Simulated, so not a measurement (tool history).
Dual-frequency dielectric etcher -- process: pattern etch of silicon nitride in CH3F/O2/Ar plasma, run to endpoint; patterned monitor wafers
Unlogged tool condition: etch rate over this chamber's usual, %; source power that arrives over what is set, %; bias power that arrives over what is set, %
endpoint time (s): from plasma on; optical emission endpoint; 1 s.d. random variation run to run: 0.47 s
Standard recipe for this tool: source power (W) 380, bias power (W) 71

run   hour  source power (W)  bias power (W)  wafers since the last listed run  hours since the last wet clean  hours since the last source power generator calibration  hours since the last bias power generator calibration  hours since the last upper electrode change  incoming incoming film thickness, nm  endpoint time (s)
  1    0.0               380              71                                 0                           440.2                                                   2092.5                                                 2014.7                                       2740.4                                  60.5               85.9
  2   26.3               430              71                               164                           466.5                                                   2118.8                                                 2041.0                                       2766.7                                  61.2               80.2
  3   54.8               430              71                               178                           495.0                                                   2147.3                                                 2069.5                                       2795.2                                  60.2               80.2
  4   72.2               380              71                               109                           512.4                                                   2164.7                                                 2086.9                                       2812.6                                  60.4               85.3
  5   97.8               380              71                               160                           538.0                                                   2190.3                                                 2112.5                                       2838.2                                  60.4               85.4
  6  116.2               380              71                               115                           556.4                                                   2208.7                                                 2130.9                                       2856.6                                  60.2               85.7
  7  132.1               380              71                                99                           572.3                                                   2224.6                                                 2146.8                                       2872.5                                  60.6               85.6
  8  145.0               380              71                                80                           585.2                                                   2237.5                                                 2159.7                                       2885.4                                  60.5               86.5
  9  166.2               380              71                               132                           606.4                                                   2258.7                                                 2180.9                                       2906.6                                  60.4               85.1
 10  188.7               380              71                               141                           628.9                                                   2281.2                                                 2203.4                                       2929.1                                  60.5               86.3
     240.3  -- wet clean of the chamber
 11  240.8               380              71                               176                             0.5                                                   2333.3                                                 2255.5                                       2981.2                                  60.2               88.2
 12  243.4               380              71                                16                             3.1                                                   2335.9                                                 2258.1                                       2983.8                                  60.1               88.9
 13  268.4               380              71                               156                            28.1                                                   2360.9                                                 2283.1                                       3008.8                                  59.9               88.4
 14  286.5               380              71                               113                            46.2                                                   2379.0                                                 2301.2                                       3026.9                                  59.6               87.3
 15  318.0               380              71                               197                            77.7                                                   2410.5                                                 2332.7                                       3058.4                                  59.8               87.5
     345.1  -- wet clean of the chamber, repeated, since the last time left the tool worse
 16  345.6               410              54                                22                             0.5                                                   2438.1                                                 2360.3                                       3086.0                                  61.6               85.9
 17  368.0               380              71                               140                            22.9                                                   2460.5                                                 2382.7                                       3108.4                                  61.3               83.8
 18  380.3               280              55                                77                            35.2                                                   2472.8                                                 2395.0                                       3120.7                                  60.1              106.9
 19  415.1               350              84                               218                            70.0                                                   2507.6                                                 2429.8                                       3155.5                                  60.2               84.9
 20  438.3               380              71                               145                            93.2                                                   2530.8                                                 2453.0                                       3178.7                                  60.1               83.3
 21  451.6               430              80                                83                           106.5                                                   2544.1                                                 2466.3                                       3192.0                                  60.2               75.7
     471.6  -- source power generator calibrated
 22  485.0               410              87                               184                           139.9                                                     13.4                                                 2499.7                                       3225.4                                  60.5               77.1
     522.7  -- upper electrode replaced
 23  523.2               320              78                                89                           178.1                                                     51.6                                                 2537.9                                          0.5                                  60.2               90.9
 24  533.2               380              71                                62                           188.1                                                     61.6                                                 2547.9                                         10.5                                  60.6               84.4
     557.6  -- bias power generator calibrated
 25  564.0               380              71                               168                           218.9                                                     92.4                                                    6.4                                         41.3                                  60.5               84.3
 26  584.7               380              71                               129                           239.6                                                    113.1                                                   27.1                                         62.0                                  60.8               84.8
 27  608.9               380              82                               151                           263.8                                                    137.3                                                   51.3                                         86.2                                  60.8               82.7
 28  641.1               380              71                               201                           296.0                                                    169.5                                                   83.5                                        118.4                                  60.1               84.4
 29  668.4               300              56                               171                           323.3                                                    196.8                                                  110.8                                        145.7                                  60.5              102.9
 30  680.9               310              88                                78                           335.8                                                    209.3                                                  123.3                                        158.2                                  59.9               90.7
 31  702.7               470              87                               136                           357.6                                                    231.1                                                  145.1                                        180.0                                  60.3               71.0

Below, some changes in endpoint time (s) between adjacent runs. For each, the amount present without the hidden state too (settings, incoming material, random variation) and the amount remaining for the hidden state with gauge scatter not shared by both compared results:
Run 10 -> 11: wet clean of the chamber. endpoint time (s) +1.9: hidden state +2.5, all else -0.6.
Run 15 -> 16: source power (W) 380 -> 410, bias power (W) 71 -> 54, wet clean of the chamber, repeated, since the last time left the tool worse. endpoint time (s) -1.6: hidden state -6.1, all else +4.5.
Run 17 -> 18: source power (W) 380 -> 280, bias power (W) 71 -> 55. endpoint time (s) +23.1: hidden state +0.0, all else +23.1.
Run 18 -> 19: source power (W) 280 -> 350, bias power (W) 55 -> 84. endpoint time (s) -22.0: hidden state +0.1, all else -22.1.
Run 28 -> 29: source power (W) 380 -> 300, bias power (W) 71 -> 56. endpoint time (s) +18.5: hidden state +0.4, all else +18.1.
Run 30 -> 31: source power (W) 310 -> 470, bias power (W) 88 -> 87. endpoint time (s) -19.7: hidden state -0.2, all else -19.5.

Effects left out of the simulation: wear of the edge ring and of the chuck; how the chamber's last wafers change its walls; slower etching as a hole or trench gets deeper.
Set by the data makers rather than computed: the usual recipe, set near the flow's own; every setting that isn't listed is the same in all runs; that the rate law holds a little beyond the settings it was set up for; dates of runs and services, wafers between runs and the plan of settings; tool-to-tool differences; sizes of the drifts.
